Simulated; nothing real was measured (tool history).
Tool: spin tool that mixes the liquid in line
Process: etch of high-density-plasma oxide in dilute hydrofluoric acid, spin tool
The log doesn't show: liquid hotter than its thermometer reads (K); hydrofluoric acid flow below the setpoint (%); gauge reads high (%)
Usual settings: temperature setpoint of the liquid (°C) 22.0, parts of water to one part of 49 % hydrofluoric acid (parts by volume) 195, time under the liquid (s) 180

| run | hour | temperature setpoint of the liquid (°C) | parts of water to one part of 49 % hydrofluoric acid (parts by volume) | time under the liquid (s) | wafers since the last listed run | hours since the thermometer was replaced | hours since the hydrofluoric acid flow meter was replaced | hours since the gauge calibration | read-back film thickness of the high-density-plasma oxide reference wafer, read on the same gauge (nm) | thickness taken off the high-density-plasma oxide on a monitor wafer (angstrom) |
|---|---|---|---|---|---|---|---|---|---|---|
| 1 | 0.0 | 22.0 | 195 | 180 | 0 | 2466.2 | 1844.2 | 176.0 | 40.00 | 54.7 |
| 2 | 35.3 | 22.0 | 195 | 180 | 261 | 2501.5 | 1879.5 | 211.3 | 40.02 | 55.7 |
| 3 | 75.0 | 22.0 | 195 | 180 | 294 | 2541.2 | 1919.2 | 251.0 | 39.99 | 55.6 |
| 4 | 125.1 | 22.0 | 195 | 180 | 371 | 2591.3 | 1969.3 | 301.1 | 40.01 | 55.0 |
| 5 | 158.4 | 22.0 | 195 | 180 | 246 | 2624.6 | 2002.6 | 334.4 | 39.99 | 55.5 |
| 6 | 221.6 | 22.0 | 195 | 180 | 468 | 2687.8 | 2065.8 | 397.6 | 40.00 | 55.2 |
| 7 | 275.3 | 23.5 | 195 | 180 | 398 | 2741.5 | 2119.5 | 451.3 | 40.02 | 58.4 |
| 8 | 317.5 | 23.5 | 195 | 180 | 312 | 2783.7 | 2161.7 | 493.5 | 40.01 | 59.1 |
|  | 343.8 | thermometer replaced |
| 9 | 344.1 | 22.0 | 260 | 120 | 189 | 0.3 | 2188.3 | 520.1 | 40.03 | 25.9 |
| 10 | 391.9 | 22.0 | 260 | 120 | 354 | 48.1 | 2236.1 | 567.9 | 39.96 | 25.8 |
| 11 | 433.7 | 27.0 | 235 | 230 | 309 | 89.9 | 2277.9 | 609.7 | 39.98 | 68.7 |
| 12 | 473.3 | 20.0 | 115 | 115 | 293 | 129.5 | 2317.5 | 649.3 | 39.97 | 60.2 |
|  | 503.8 | gauge calibrated |
| 13 | 518.4 | 27.0 | 235 | 230 | 334 | 174.6 | 2362.6 | 14.6 | 39.98 | 66.4 |
| 14 | 545.2 | 22.0 | 195 | 180 | 198 | 201.4 | 2389.4 | 41.4 | 40.00 | 55.8 |
|  | 563.4 | hydrofluoric acid flow meter replaced |
| 15 | 614.2 | 22.0 | 195 | 180 | 504 | 270.4 | 50.8 | 110.4 | 40.02 | 54.2 |
| 16 | 639.3 | 20.0 | 160 | 115 | 186 | 295.5 | 75.9 | 135.5 | 40.01 | 41.3 |
| 17 | 668.2 | 22.0 | 195 | 100 | 214 | 324.4 | 104.8 | 164.4 | 39.97 | 30.9 |
| 18 | 826.4 | 27.0 | 140 | 180 | 1173 | 482.6 | 263.0 | 322.6 | 40.01 | 100.8 |
| 19 | 880.9 | 22.0 | 195 | 120 | 404 | 537.1 | 317.5 | 377.1 | 40.00 | 37.1 |
| 20 | 923.6 | 22.0 | 195 | 180 | 316 | 579.8 | 360.2 | 419.8 | 40.00 | 55.3 |
| 21 | 950.5 | 22.0 | 240 | 145 | 199 | 606.7 | 387.1 | 446.7 | 40.01 | 35.0 |

The tool's hidden state at each run:
liquid hotter than its thermometer reads (K): 0 in every run
hydrofluoric acid flow below the setpoint (%): 0 in every run
gauge reads high (%): 0 in every run
